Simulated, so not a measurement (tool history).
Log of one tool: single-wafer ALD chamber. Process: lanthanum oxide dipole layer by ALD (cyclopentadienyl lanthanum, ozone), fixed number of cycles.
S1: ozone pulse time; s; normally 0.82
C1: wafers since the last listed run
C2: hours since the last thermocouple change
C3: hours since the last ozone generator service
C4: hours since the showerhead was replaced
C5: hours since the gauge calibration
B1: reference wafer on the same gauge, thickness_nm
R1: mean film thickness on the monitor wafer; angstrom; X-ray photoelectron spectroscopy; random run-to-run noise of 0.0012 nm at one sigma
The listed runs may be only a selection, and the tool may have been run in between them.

| run | day | S1 | C1 | C2 | C3 | C4 | C5 | B1 | R1 |
|---|---|---|---|---|---|---|---|---|---|
| 1 | 0 | 0.82 | 0 | 2496.3 | 260.8 | 5061.3 | 709.6 | 0.535 | 4.55 |
| 2 | 2.396 | 0.82 | 594 | 2553.8 | 318.3 | 5118.8 | 767.1 | 0.535 | 4.56 |
| 3 | 4.512 | 0.82 | 525 | 2604.6 | 369.1 | 5169.6 | 817.9 | 0.535 | 4.54 |
| 4 | 6.988 | 0.82 | 614 | 2664 | 428.5 | 5229 | 877.3 | 0.535 | 4.54 |
| 5 | 8.496 | 0.82 | 374 | 2700.2 | 464.7 | 5265.2 | 913.5 | 0.535 | 4.54 |
| 6 | 9.583 | 0.82 | 269 | 2726.3 | 490.8 | 5291.3 | 939.6 | 0.535 | 4.54 |
| 7 | 10.95 | 0.82 | 339 | 2759.1 | 523.6 | 5324.1 | 972.4 | 0.535 | 4.52 |
| 8 | 13.512 | 0.82 | 635 | 2820.6 | 585.1 | 5385.6 | 1033.9 | 0.535 | 4.51 |
| 9 | 14.95 | 0.82 | 356 | 2855.1 | 619.6 | 5420.1 | 1068.4 | 0.535 | 4.51 |
|  | 16.004 | ozone generator serviced |
| 10 | 16.871 | 0.82 | 393 | 2901.2 | 20.8 | 5466.2 | 1114.5 | 0.535 | 4.65 |
|  | 18.142 | thermocouple changed; heater temperature recalibrated |
|  | 18.296 | gauge calibrated |
| 11 | 18.483 | 1.08 | 317 | 8.2 | 59.5 | 5504.9 | 4.5 | 0.535 | 5.1 |
| 12 | 20.054 | 1.08 | 389 | 45.9 | 97.2 | 5542.6 | 42.2 | 0.535 | 5.11 |
| 13 | 22.988 | 1.08 | 727 | 116.3 | 167.6 | 5613 | 112.6 | 0.535 | 5.1 |
|  | 23.796 | showerhead replaced |
| 14 | 25.938 | 0.82 | 649 | 187.1 | 238.4 | 51.4 | 183.4 | 0.535 | 4.59 |
| 15 | 28.004 | 1.01 | 512 | 236.7 | 288 | 101 | 233 | 0.535 | 4.95 |
| 16 | 29.625 | 0.51 | 402 | 275.6 | 326.9 | 139.9 | 271.9 | 0.535 | 3.58 |
| 17 | 33.833 | 0.6 | 1044 | 376.6 | 427.9 | 240.9 | 372.9 | 0.535 | 3.92 |
| 18 | 35.425 | 0.82 | 394 | 414.8 | 466.1 | 279.1 | 411.1 | 0.535 | 4.54 |
| 19 | 36.729 | 0.82 | 323 | 446.1 | 497.4 | 310.4 | 442.4 | 0.535 | 4.52 |
| 20 | 38.762 | 1.06 | 504 | 494.9 | 546.2 | 359.2 | 491.2 | 0.535 | 4.96 |
|  | 40.054 | ozone generator serviced |
| 21 | 40.146 | 0.55 | 260 | 528.1 | 2.2 | 392.4 | 524.4 | 0.535 | 3.82 |
| 22 | 41.217 | 0.66 | 265 | 553.8 | 27.9 | 418.1 | 550.1 | 0.535 | 4.2 |
| 23 | 43.704 | 0.52 | 617 | 613.5 | 87.6 | 477.8 | 609.8 | 0.535 | 3.68 |
| 24 | 44.892 | 0.91 | 294 | 642 | 116.1 | 506.3 | 638.3 | 0.535 | 4.83 |
| 25 | 46.45 | 1.02 | 386 | 679.4 | 153.5 | 543.7 | 675.7 | 0.535 | 4.97 |
| 26 | 49.404 | 0.94 | 733 | 750.3 | 224.4 | 614.6 | 746.6 | 0.535 | 4.84 |
| 27 | 51.796 | 0.59 | 593 | 807.7 | 281.8 | 672 | 804 | 0.535 | 3.91 |

Across each entry between runs, compare the hidden state at the last listed run before it with the hidden state at the first listed run after it:
In the gap between runs 9 and 10: ozone generator serviced (day 16.004)
  ozone dose above that of a generator just serviced (%): -7.4 -> -0.435
  what was measured, less what the result would be without the hidden state, R1: -0.15 -> -0.01 angstrom
In the gap between runs 10 and 11: thermocouple changed; heater temperature recalibrated (day 18.142); gauge calibrated (day 18.296)
  ozone dose above that of a generator just serviced (%): -0.435 -> -0.847
  what was measured, less what the result would be without the hidden state, R1: -0.01 -> -0.01 angstrom
In the gap between runs 13 and 14: showerhead replaced (day 23.796)
  ozone dose above that of a generator just serviced (%): -2 -> -2.75
  what was measured, less what the result would be without the hidden state, R1: -0.03 -> -0.05 angstrom
In the gap between runs 20 and 21: ozone generator serviced (day 40.054)
  ozone dose above that of a generator just serviced (%): -6.03 -> -0.365
  what was measured, less what the result would be without the hidden state, R1: -0.1 -> -0.01 angstrom
